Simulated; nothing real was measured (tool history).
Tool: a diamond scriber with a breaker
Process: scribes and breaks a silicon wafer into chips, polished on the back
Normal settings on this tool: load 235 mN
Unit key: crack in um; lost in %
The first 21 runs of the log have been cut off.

run,hour,load,"incoming depth of the damage left on the back of the incoming wafer, um",crack,lost
22,1079.9,235,0.01,7.8,9.77
23,1142.1,297,0.04,9.77,1.77
# hour 1182.9: load on the tip recalibrated
24,1189.4,283,0.03,10.12,1.85
# hour 1198.5: diamond tip replaced by a new one
25,1225.3,235,0.04,9.37,2
26,1311.9,280,0.01,10.73,3.03
27,1383.5,183,0.04,6.17,26.42
28,1422.6,294,0.01,10.64,3.11
29,1473.4,235,0.03,8.53,5.57

What will run 30 give?
30,1534.4,300,0.03,?,?

{"run 30": {"crack": 10.57, "lost": 2.41}}
With the hidden condition absent and the run-to-run variation left alone, this run would have shown crack 12.63 um, lost 9.57 %.
